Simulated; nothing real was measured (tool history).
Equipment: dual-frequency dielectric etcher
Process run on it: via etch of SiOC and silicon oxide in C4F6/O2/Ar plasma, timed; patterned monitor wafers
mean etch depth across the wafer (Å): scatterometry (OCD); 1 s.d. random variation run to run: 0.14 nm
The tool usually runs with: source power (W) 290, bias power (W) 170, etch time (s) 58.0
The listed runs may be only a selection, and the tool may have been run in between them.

run	day	source power (W)	bias power (W)	etch time (s)	wafers since the last listed run	hours since the last wet clean	hours since the last source power generator calibration	hours since the last bias power generator calibration	hours since the last upper electrode change	hours since the gauge calibration	read-back reference wafer on the same gauge, depth_nm	mean etch depth across the wafer (Å)
1	0.000	290	159	58.0	0	180.8	4530.7	4385.9	1355.9	796.7	67.3	551
2	3.375	290	159	58.0	1004	261.8	4611.7	4466.9	1436.9	877.7	67.3	552
3	4.146	290	170	45.5	229	280.3	4630.2	4485.4	1455.4	896.2	67.3	445
4	5.596	290	170	45.5	431	315.1	4665.0	4520.2	1490.2	931.0	67.3	446
5	6.283	290	170	58.0	204	331.6	4681.5	4536.7	1506.7	947.5	67.3	569
6	7.479	290	170	58.0	355	360.3	4710.2	4565.4	1535.4	976.2	67.3	569
7	8.312	290	201	58.0	248	380.3	4730.2	4585.4	1555.4	996.2	67.3	608
# day 8.350: gauge calibrated
# day 10.412: wet clean of the chamber
8	10.433	290	170	58.0	333	0.5	4781.1	4636.3	1606.3	50.0	67.3	561
9	10.450	290	170	58.0	4	0.9	4781.5	4636.7	1606.7	50.4	67.3	563
# day 11.158: bias power generator calibrated
10	11.883	290	170	58.0	376	35.3	4815.9	17.4	1641.1	84.8	67.3	561
11	12.775	290	170	58.0	265	56.7	4837.3	38.8	1662.5	106.2	67.3	564
12	13.550	290	170	58.0	230	75.3	4855.9	57.4	1681.1	124.8	67.3	564
13	14.212	330	170	58.0	197	91.2	4871.8	73.3	1697.0	140.7	67.3	603
14	16.375	290	170	45.0	643	143.1	4923.7	125.2	1748.9	192.6	67.3	439
# day 16.858: source power generator calibrated
15	17.433	220	147	63.5	265	168.5	13.8	150.6	1774.3	218.0	67.3	504
16	18.675	290	170	58.0	369	198.3	43.6	180.4	1804.1	247.8	67.3	567
# day 19.996: upper electrode replaced
17	20.017	290	170	58.0	101	230.5	75.8	212.6	0.5	280.0	67.3	566
18	20.596	330	184	51.5	172	244.4	89.7	226.5	14.4	293.9	67.3	556
19	21.738	290	170	58.0	339	271.8	117.1	253.9	41.8	321.3	67.3	568
20	23.167	230	152	46.0	425	306.1	151.4	288.2	76.1	355.6	67.3	381
21	25.288	290	170	65.0	631	357.0	202.3	339.1	127.0	406.5	67.3	638
# day 26.621: wet clean of the chamber
22	26.642	270	181	48.0	105	0.5	234.8	371.6	159.5	439.0	67.3	462
23	27.604	220	192	58.0	286	23.6	257.9	394.7	182.6	462.1	67.3	516
24	28.233	290	170	50.0	187	38.7	273.0	409.8	197.7	477.2	67.3	487
25	29.188	260	207	67.0	283	61.6	295.9	432.7	220.6	500.1	67.3	669
26	29.846	340	170	47.5	195	77.4	311.7	448.5	236.4	515.9	67.3	503
27	30.829	340	198	58.0	292	101.0	335.3	472.1	260.0	539.5	67.3	650
28	32.283	310	146	42.0	432	135.9	370.2	507.0	294.9	574.4	67.3	399
29	32.921	290	192	49.0	189	151.2	385.5	522.3	310.2	589.7	67.3	504

List, for all runs, the conditions of the tool that the log does not record:
source power that arrives over what is set, %: 0, the same for each run
bias power that arrives over what is set, %: 0, the same for each run
gauge reads high (%): 0, the same for each run
H1: etch rate over this chamber's usual, %
run	H1
1	0.422
2	0.657
3	0.711
4	0.812
5	0.86
6	0.943
7	1
8	0.101
9	0.102
10	0.202
11	0.264
12	0.318
13	0.364
14	0.515
15	0.589
16	0.676
17	0.769
18	0.81
19	0.889
20	0.989
21	1.14
22	0.292
23	0.359
24	0.403
25	0.47
26	0.516
27	0.584
28	0.686
29	0.73
